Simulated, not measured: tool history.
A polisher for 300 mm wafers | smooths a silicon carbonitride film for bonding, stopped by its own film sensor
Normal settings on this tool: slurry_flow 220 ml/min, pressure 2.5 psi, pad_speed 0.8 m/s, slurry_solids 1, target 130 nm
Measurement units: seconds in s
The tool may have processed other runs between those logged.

run     day  slurry_flow  pressure  pad_speed  slurry_solids  target  wafers since the last listed run  wafers polished on this pad  hours since the slurry nozzle was cleaned  hours since the head pressure was calibrated  hours since the slurry blender was calibrated  incoming thickness of the incoming film, nm  seconds
  1       0          220       2.5        0.8              1     130                                 0                         2753                                      230.8                                         130.6                                          453.3                                        151.9    117.2
  2     2.6          220       2.5        0.8              1     130                               773                         3527                                      293.2                                           193                                          515.7                                        150.4    108.9
      3.367  -- slurry blender recalibrated
  3   3.729          220       2.5        0.8              1     130                               311                         3838                                      320.3                                         220.1                                            8.7                                        148.4     92.1
  4   5.488          255       2.5        0.8              1     130                               523                         4361                                      362.5                                         262.3                                           50.9                                        152.2    108.7
  5   8.133          220       2.5        0.8              1     130                               787                         5149                                        426                                         325.8                                          114.4                                        147.9     90.1
      8.833  -- slurry nozzle cleaned
      9.654  -- worn pad replaced by a new one
  6  10.496          220       2.5        0.8              1     130                               641                          250                                       39.9                                         382.5                                          171.1                                        152.8      115
  7  12.092          220       2.5       1.06              1     135                               475                          725                                       78.2                                         420.8                                          209.4                                        152.2       71
  8  13.121          155       2.5       0.68              1     130                               306                         1032                                      102.9                                         445.5                                          234.1                                        149.5    118.2
  9  15.275          220       2.5        0.8            1.2     130                               641                         1673                                      154.6                                         497.2                                          285.8                                        148.3     85.6
 10  18.083          220       2.5        0.8           1.25     130                               835                         2509                                        222                                         564.6                                          353.2                                        150.6     95.6
 11  19.592          220       2.5        0.8              1     130                               448                         2958                                      258.2                                         600.8                                          389.4                                        148.7     96.6
 12  20.675          220       2.5       0.92              1     130                               322                         3280                                      284.2                                         626.8                                          415.4                                        150.9     99.1
     22.208  -- head pressure recalibrated
     23.192  -- slurry blender recalibrated
 13  23.212          220       2.5       0.98              1     125                               705                         3986                                      345.1                                          24.1                                            0.5                                        149.1    103.2
 14  25.867          220       3.3        0.8            1.1     130                               790                         4776                                      408.8                                          87.8                                           64.2                                        151.1     80.6
     26.683  -- slurry nozzle cleaned
 15  27.529          220       3.1        0.8            0.8     127                               482                         5259                                       20.3                                         127.7                                          104.1                                        150.6    109.2
     28.208  -- worn pad replaced by a new one, of another model than before
 16  30.333          220       1.7        0.8              1     130                               785                          632                                       87.6                                           195                                          171.4                                        149.6    148.1
 17  32.825          285       3.4        0.8           0.75     130                               741                         1374                                      147.4                                         254.8                                          231.2                                        148.2     76.1
 18  35.667          190       2.5       0.64              1     130                               845                         2220                                      215.6                                           323                                          299.4                                        151.9    127.3
 19  37.975          220       2.5        0.8              1     130                               687                         2907                                        271                                         378.4                                          354.8                                        150.3    106.3
 20  39.288          220       1.9       0.52            0.8     130                               390                         3297                                      302.5                                         409.9                                          386.3                                        149.1    178.2
     40.783  -- slurry blender recalibrated
 21  41.121          265       2.5        0.8              1     130                               520                         3818                                      346.5                                         453.9                                            8.1                                        150.3     98.3
 22  43.604          220       2.5        0.8              1     130                               739                         4558                                      406.1                                         513.5                                           67.7                                        150.6     99.8
 23  44.617          175       3.1        0.8              1     136                               301                         4859                                      430.4                                         537.8                                             92                                        150.6     59.8
 24  47.588          295       1.7       0.58            0.9     130                               884                         5743                                      501.7                                         609.1                                          163.3                                        151.8    188.9
     48.012  -- slurry nozzle cleaned
     48.788  -- head pressure recalibrated
 25  49.796          220       2.5        0.8              1     130                               620                         6363                                       42.8                                          24.2                                          216.3                                        148.7     95.1
     50.446  -- worn pad replaced by a new one
 26  50.808          220       2.5        0.8              1     127                               251                          107                                       67.1                                          48.5                                          240.6                                        151.2    121.7
 27  52.875          220       2.9        0.8              1     135                               615                          722                                      116.7                                          98.1                                          290.2                                          148     57.1
 28  55.529          220       2.5       0.68              1     132                               790                         1512                                      180.4                                         161.8                                          353.9                                        152.6    111.7
 29  56.962          220       3.4        0.8            1.3     136                               426                         1939                                      214.8                                         196.2                                          388.3                                        151.6     52.9

What if the next run were any one of these 5? Each begins from the tool's condition after run 29:
  A  56.979          220       2.5        0.8              1     130                                 4                         1944                                      215.2                                         196.6                                          388.7                                        148.2        ?
  B  56.979          220       2.8        0.8              1     130                                 4                         1944                                      215.2                                         196.6                                          388.7                                        148.2        ?
  C  56.979          275       2.5        0.8              1     130                                 4                         1944                                      215.2                                         196.6                                          388.7                                        148.2        ?
  D  56.979          220       2.5       1.08              1     130                                 4                         1944                                      215.2                                         196.6                                          388.7                                        148.2        ?
  E  56.979          220       2.5        0.8           0.75     130                                 4                         1944                                      215.2                                         196.6                                          388.7                                        148.2        ?

run  seconds
  A       93
  B       83
  C     90.5
  D       80
  E    108.7
Had the tool no hidden state, the same runs would have come out as:
run  seconds
  A     87.7
  B     78.3
  C     85.4
  D     75.5
  E    101.6
